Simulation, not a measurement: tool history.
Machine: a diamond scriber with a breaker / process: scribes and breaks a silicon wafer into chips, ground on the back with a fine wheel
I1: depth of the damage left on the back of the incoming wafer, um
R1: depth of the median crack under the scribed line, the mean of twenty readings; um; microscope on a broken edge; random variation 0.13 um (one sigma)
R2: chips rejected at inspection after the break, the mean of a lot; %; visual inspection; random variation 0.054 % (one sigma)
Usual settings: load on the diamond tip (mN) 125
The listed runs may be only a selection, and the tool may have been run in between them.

Run 1, day 0: usual settings but load on the diamond tip (mN) 134; I1 2.19. Result: R1 13.73 um, R2 0.97 %.
Run 2, day 3.85: usual settings but load on the diamond tip (mN) 134; I1 2.78. Result: R1 13.33 um, R2 1.5 %.
Run 3, day 4.379: usual settings; I1 2.52. Result: R1 13.09 um, R2 1.23 %.
Run 4, day 4.938: usual settings; I1 1.72. Result: R1 13.02 um, R2 0.68 %.
Run 5, day 5.925: usual settings; I1 2.21. Result: R1 12.99 um, R2 0.96 %.
Run 6, day 6.483: usual settings; I1 2.79. Result: R1 12.71 um, R2 1.37 %.
Run 7, day 7.362: usual settings; I1 1.96. Result: R1 13.05 um, R2 0.85 %.
Run 8, day 8.917: usual settings; I1 1.98. Result: R1 13.02 um, R2 0.76 %.
Run 9, day 9.442: usual settings; I1 1.84. Result: R1 12.95 um, R2 0.77 %.
Run 10, day 10.246: usual settings; I1 2.96. Result: R1 13.31 um, R2 1.57 %.
Run 11, day 11.333: usual settings; I1 1.73. Result: R1 12.97 um, R2 0.69 %.
Run 12, day 12.788: usual settings; I1 1.72. Result: R1 13.11 um, R2 0.72 %.
Run 13, day 14.212: usual settings but load on the diamond tip (mN) 147; I1 2.67. Result: R1 14.05 um, R2 1.81 %.
Run 14, day 15.562: usual settings but load on the diamond tip (mN) 147; I1 1.73. Result: R1 14.2 um, R2 1.45 %.
Run 15, day 16.308: usual settings; I1 2.82. Result: R1 13.34 um, R2 1.48 %.
Run 16, day 16.946: usual settings but load on the diamond tip (mN) 104; I1 1.65. Result: R1 11.86 um, R2 1.59 %.
Run 17, day 21.3: usual settings but load on the diamond tip (mN) 96; I1 2.06. Result: R1 11.53 um, R2 3.07 %.
Run 18, day 22.175: usual settings; I1 2.44. Result: R1 13.23 um, R2 1.04 %.
Run 19, day 23.596: usual settings but load on the diamond tip (mN) 92; I1 2.91. Result: R1 11.25 um, R2 4.26 %.
Run 20, day 24.417: usual settings but load on the diamond tip (mN) 111; I1 2.17. Result: R1 12.36 um, R2 1.41 %.
Run 21, day 24.938: usual settings but load on the diamond tip (mN) 99; I1 1.94. Result: R1 11.64 um, R2 2.03 %.
Run 22, day 25.842: usual settings but load on the diamond tip (mN) 148; I1 2.08. Result: R1 14.31 um, R2 1.45 %.
Run 23, day 26.804: usual settings; I1 2.44. Result: R1 13.3 um, R2 1.13 %.
Run 24, day 27.429: usual settings; I1 2.52. Result: R1 13.22 um, R2 1.06 %.
Run 25, day 28.362: usual settings; I1 2.75. Result: R1 12.8 um, R2 1.28 %.
Run 26, day 29.379: usual settings but load on the diamond tip (mN) 146; I1 1.81. Result: R1 14.25 um, R2 1.39 %.
Run 27, day 30.133: usual settings but load on the diamond tip (mN) 135; I1 1.78. Result: R1 13.63 um, R2 0.92 %.
Run 28, day 30.888: usual settings but load on the diamond tip (mN) 98; I1 2.44. Result: R1 11.46 um, R2 3.22 %.

Taken out of this log: 2 entries between the listed runs. Where each belongs, and how the hidden state differs across it:
Logged between run 9 and run 10: load on the tip recalibrated (day 9.938)
  no hidden state differs between the two runs
Logged between run 16 and run 17: diamond tip replaced by a new one (day 19.883)
  no hidden state differs between the two runs
